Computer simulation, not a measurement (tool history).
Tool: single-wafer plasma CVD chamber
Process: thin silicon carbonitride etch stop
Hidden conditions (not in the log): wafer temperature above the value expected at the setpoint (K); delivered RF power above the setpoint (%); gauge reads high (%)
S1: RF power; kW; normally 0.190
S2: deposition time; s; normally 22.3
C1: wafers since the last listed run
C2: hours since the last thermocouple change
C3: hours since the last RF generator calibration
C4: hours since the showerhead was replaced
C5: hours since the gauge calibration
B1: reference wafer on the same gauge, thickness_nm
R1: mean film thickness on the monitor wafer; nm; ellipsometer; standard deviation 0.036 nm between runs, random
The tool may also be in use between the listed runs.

run     day     S1    S2    C1      C2      C3      C4      C5     B1      R1
  1   0.000  0.190  22.3     0   629.1  1276.0  1948.4   881.4  9.904  11.747
  2   2.100  0.190  22.3  1754   679.5  1326.4  1998.8   931.8  9.901  11.810
  3   5.062  0.190  22.3  2475   750.6  1397.5  2069.9  1002.9  9.902  11.800
  4   6.479  0.190  22.3  1183   784.6  1431.5  2103.9  1036.9  9.901  11.817
  5   8.808  0.190  22.3  1946   840.5  1487.4  2159.8  1092.8  9.900  11.814
  6  10.054  0.190  22.3  1041   870.4  1517.3  2189.7  1122.7  9.900  11.829
  7  12.104  0.190  22.3  1713   919.6  1566.5  2238.9  1171.9  9.899  11.756
  8  14.204  0.170  22.3  1754   970.0  1616.9  2289.3  1222.3  9.892  11.374
  9  15.446  0.170  22.3  1037   999.8  1646.7  2319.1  1252.1  9.897  11.363
 10  17.596  0.190  22.3  1796  1051.4  1698.3  2370.7  1303.7  9.908  11.705
 11  18.938  0.190  22.3  1121  1083.6  1730.5  2402.9  1335.9  9.900  11.761
 12  21.783  0.190  22.3  2378  1151.9  1798.8  2471.2  1404.2  9.894  11.736
 13  24.654  0.190  22.3  2399  1220.8  1867.7  2540.1  1473.1  9.900  11.710
 14  26.888  0.200  21.1  1866  1274.4  1921.3  2593.7  1526.7  9.899  11.279
 15  28.629  0.155  19.8  1455  1316.2  1963.1  2635.5  1568.5  9.901   9.732
     30.300  -- gauge calibrated
 16  31.504  0.190  22.3  2402  1385.2  2032.1  2704.5    28.9  9.894  11.790
 17  32.808  0.165  20.0  1089  1416.5  2063.4  2735.8    60.2  9.893  10.057
 18  34.417  0.200  22.3  1344  1455.1  2102.0  2774.4    98.8  9.902  11.925
 19  37.321  0.200  26.2  2426  1524.8  2171.7  2844.1   168.5  9.904  14.022
     38.200  -- RF generator calibrated
     44.467  -- showerhead replaced
 20  44.488  0.190  23.4  5431  1696.8   150.9     0.5   340.5  9.904  12.516
 21  46.417  0.155  22.3  1612  1743.1   197.2    46.8   386.8  9.903  11.191
 22  48.742  0.205  24.6  1942  1798.9   253.0   102.6   442.6  9.898  13.491
     50.067  -- thermocouple changed; heater temperature recalibrated
 23  50.992  0.205  25.4  1601    22.2   307.0   156.6   496.6  9.896  13.957
 24  53.017  0.220  23.6  1692    70.8   355.6   205.2   545.2  9.899  13.177
 25  55.129  0.190  22.3  1765   121.5   406.3   255.9   595.9  9.912  11.862
 26  56.221  0.190  26.2   912   147.7   432.5   282.1   622.1  9.898  14.038
 27  57.579  0.190  22.3  1135   180.3   465.1   314.7   654.7  9.910  11.881
 28  59.496  0.190  22.3  1601   226.3   511.1   360.7   700.7  9.901  11.910
 29  62.383  0.170  26.3  2412   295.6   580.4   430.0   770.0  9.894  13.505
 30  64.288  0.190  22.3  1591   341.3   626.1   475.7   815.7  9.893  11.908
 31  71.242  0.155  26.1  5811   508.2   793.0   642.6   982.6  9.896  13.043
 32  73.483  0.160  20.1  1873   562.0   846.8   696.4  1036.4  9.912  10.029
 33  76.121  0.205  18.6  2204   625.3   910.1   759.7  1099.7  9.886  10.052
 34  78.833  0.190  21.0  2266   690.4   975.2   824.8  1164.8  9.904  11.170
 35  80.688  0.160  20.0  1549   734.9  1019.7   869.3  1209.3  9.895   9.995

Here are 4 independent what-if runs from the current tool condition. What would each one return?
  A  80.704  0.190  19.1  13  735.3  1020.1  869.7  1209.7   ?   ?
  B  80.704  0.170  25.8  13  735.3  1020.1  869.7  1209.7   ?   ?
  C  80.704  0.165  22.3  13  735.3  1020.1  869.7  1209.7   ?   ?
  D  80.704  0.160  20.3  13  735.3  1020.1  869.7  1209.7   ?   ?

run     B1      R1
  A  9.900  10.128
  B  9.900  13.181
  C  9.900  11.279
  D  9.900  10.161
Without the tool's unlogged condition, the same runs would have read:
run      R1
  A  10.232
  B  13.317
  C  11.395
  D  10.265

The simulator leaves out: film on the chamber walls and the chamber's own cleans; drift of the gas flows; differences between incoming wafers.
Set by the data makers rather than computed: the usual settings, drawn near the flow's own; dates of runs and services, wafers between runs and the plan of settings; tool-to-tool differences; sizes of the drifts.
